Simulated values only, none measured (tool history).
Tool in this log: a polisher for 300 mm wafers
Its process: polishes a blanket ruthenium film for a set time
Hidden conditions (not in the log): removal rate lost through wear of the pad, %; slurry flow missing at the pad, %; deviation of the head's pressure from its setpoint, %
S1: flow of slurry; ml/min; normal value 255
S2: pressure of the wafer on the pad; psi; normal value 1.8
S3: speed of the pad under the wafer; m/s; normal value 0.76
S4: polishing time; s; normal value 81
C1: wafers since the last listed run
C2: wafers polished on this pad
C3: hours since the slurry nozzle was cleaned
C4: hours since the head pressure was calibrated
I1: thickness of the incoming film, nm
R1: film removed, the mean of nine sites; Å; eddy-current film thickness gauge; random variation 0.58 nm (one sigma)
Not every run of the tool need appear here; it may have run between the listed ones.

run,hour,S1,S2,S3,S4,C1,C2,C3,C4,I1,R1
1,0,255,1.8,0.76,81,0,716,289.9,267.2,457,752
2,9.6,255,1.8,0.76,81,77,794,299.5,276.8,448.6,752
3,23,255,1.8,0.76,81,108,902,312.9,290.2,444.6,747
4,38,255,1.8,0.76,81,121,1024,327.9,305.2,455.9,767
5,50.2,255,1.8,0.76,81,98,1122,340.1,317.4,452.4,766
6,60.1,255,1.8,0.76,81,80,1202,350,327.3,455.1,756
7,77.7,255,1.8,0.76,81,142,1345,367.6,344.9,459.5,774
8,92.3,255,1.8,0.76,81,118,1463,382.2,359.5,455.2,762
# hour 99.4: worn pad replaced by a new one
9,100.8,255,1.8,0.76,81,36,11,390.7,368,441.6,764
10,109.5,255,1.8,0.76,81,70,81,399.4,376.7,452.1,765
11,124.3,255,1.8,0.76,81,119,201,414.2,391.5,454.1,759
12,137.6,255,1.8,0.76,81,107,309,427.5,404.8,444,757
13,151.7,255,1.8,0.76,81,114,423,441.6,418.9,449.7,770
# hour 154.2: slurry nozzle cleaned
14,160.2,200,1.8,0.76,81,60,483,6,427.4,446.8,759
15,174.6,200,1.8,0.76,81,116,600,20.4,441.8,454.7,757
16,190.2,255,1.8,0.76,81,126,726,36,457.4,450.8,778
17,198.4,255,1.8,0.76,81,66,792,44.2,465.6,441.5,763
18,206.9,255,1.8,0.76,96,68,861,52.7,474.1,445.3,919
# hour 210.6: head pressure recalibrated
19,213.4,255,1.8,0.76,81,36,897,59.2,2.8,449.7,727
20,228.5,170,1.8,0.56,81,122,1019,74.3,17.9,450.4,574
21,244.5,315,1.8,0.54,108,129,1149,90.3,33.9,444.6,787
22,251.5,280,1.8,0.76,104,56,1205,97.3,40.9,455,963
23,260.6,195,1.8,0.76,81,73,1279,106.4,50,445.9,739
24,275.5,330,2.1,0.76,81,120,1399,121.3,64.9,449.9,895
# hour 293.4: worn pad replaced by a new one, of another model than before
25,293.9,340,2.1,0.76,100,116,4,139.7,83.3,442.5,999
26,306.6,215,1.8,0.76,81,102,106,152.4,96,443.2,720
27,323.2,255,1.8,0.76,81,134,241,169,112.6,448.9,732
28,335.9,255,1.8,0.76,81,102,343,181.7,125.3,446.8,743
29,343.6,255,1.8,0.76,81,62,406,189.4,133,451.5,747
30,357.5,255,1.8,0.64,71,112,518,203.3,146.9,453.7,550
31,368.7,255,1.8,0.76,81,90,609,214.5,158.1,458.1,739
32,378.5,255,1.8,0.76,81,79,688,224.3,167.9,446.9,740
33,395.6,320,1.4,0.56,56,138,826,241.4,185,448.3,340
34,402.1,255,2.2,1,61,52,879,247.9,191.5,445.8,832
35,414.1,255,1.8,0.76,81,97,976,259.9,203.5,449.8,747
36,429.8,290,1.8,0.52,104,126,1103,275.6,219.2,443.4,658
37,475.7,200,1.4,0.76,102,371,1474,321.5,265.1,448.5,802
# hour 485.7: worn pad replaced by a new one
38,486.2,280,1.8,0.76,104,52,3,332,275.6,448.2,984

3 ways to go on from here, each from the tool as it stands after run 38. What would each give?
A,486.6,255,1.5,0.76,81,3,6,332.4,276,442.2,?
B,486.6,255,2,0.52,64,3,6,332.4,276,442.2,?
C,486.6,165,1.5,1.02,62,3,6,332.4,276,442.2,?

run,R1
A,686
B,433
C,670
What these runs would have given with no unlogged condition in the tool:
run,R1
A,641
B,405
C,626

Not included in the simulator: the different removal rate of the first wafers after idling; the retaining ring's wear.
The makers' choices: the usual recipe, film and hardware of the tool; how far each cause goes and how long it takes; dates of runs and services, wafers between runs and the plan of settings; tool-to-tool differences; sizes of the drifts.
